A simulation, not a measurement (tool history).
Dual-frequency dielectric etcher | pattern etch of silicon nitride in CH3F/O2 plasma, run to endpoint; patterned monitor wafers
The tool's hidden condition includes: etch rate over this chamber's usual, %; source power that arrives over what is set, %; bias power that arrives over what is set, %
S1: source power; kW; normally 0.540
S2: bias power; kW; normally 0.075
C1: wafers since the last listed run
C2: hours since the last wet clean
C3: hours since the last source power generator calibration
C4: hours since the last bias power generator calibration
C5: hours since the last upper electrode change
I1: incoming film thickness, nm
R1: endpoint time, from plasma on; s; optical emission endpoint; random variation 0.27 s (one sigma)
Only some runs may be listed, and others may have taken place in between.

run     day     S1     S2   C1     C2      C3      C4      C5    I1    R1
  1   0.000  0.540  0.062    0  388.7  3042.9  2446.4  3310.4  90.3  92.6
      1.629  -- wet clean of the chamber
  2   2.317  0.540  0.062  249   16.5  3098.5  2502.0  3366.0  90.6  95.3
  3   4.146  0.540  0.062  345   60.4  3142.4  2545.9  3409.9  90.8  95.6
  4   6.408  0.600  0.075  427  114.7  3196.7  2600.2  3464.2  90.4  84.8
  5   9.167  0.540  0.075  521  180.9  3262.9  2666.4  3530.4  90.2  88.1
  6  12.446  0.540  0.075  620  259.6  3341.6  2745.1  3609.1  90.1  88.1
     16.175  -- wet clean of the chamber
  7  16.196  0.540  0.075  520    0.5  3431.6  2835.1  3699.1  90.5  90.0
  8  19.912  0.540  0.075  703   89.7  3520.8  2924.3  3788.3  90.6  89.6
     22.983  -- upper electrode replaced
  9  23.004  0.470  0.089  395  163.9  3595.0  2998.5     0.5  90.2  89.3
     23.621  -- source power generator calibrated
 10  25.900  0.580  0.080  516  233.4    54.7  3068.0    70.0  91.0  84.3
 11  28.996  0.480  0.075  585  307.7   129.0  3142.3   144.3  89.9  92.6
     29.812  -- bias power generator calibrated
     34.221  -- wet clean of the chamber
 12  34.242  0.540  0.075  771    0.5   254.9   106.3   270.2  91.0  90.6
 13  34.862  0.650  0.062  117   15.4   269.8   121.2   285.1  91.7  88.3
 14  37.450  0.540  0.075  489   77.5   331.9   183.3   347.2  89.9  88.0

Expected results for the next run?
 15  41.229  0.500  0.056  714  168.2  422.6  274.0  437.9  89.5   ?

{"run 15": {"R1": 100.2}}
Minus the tool's unlogged condition, the same run would have read R1 101.4 s.
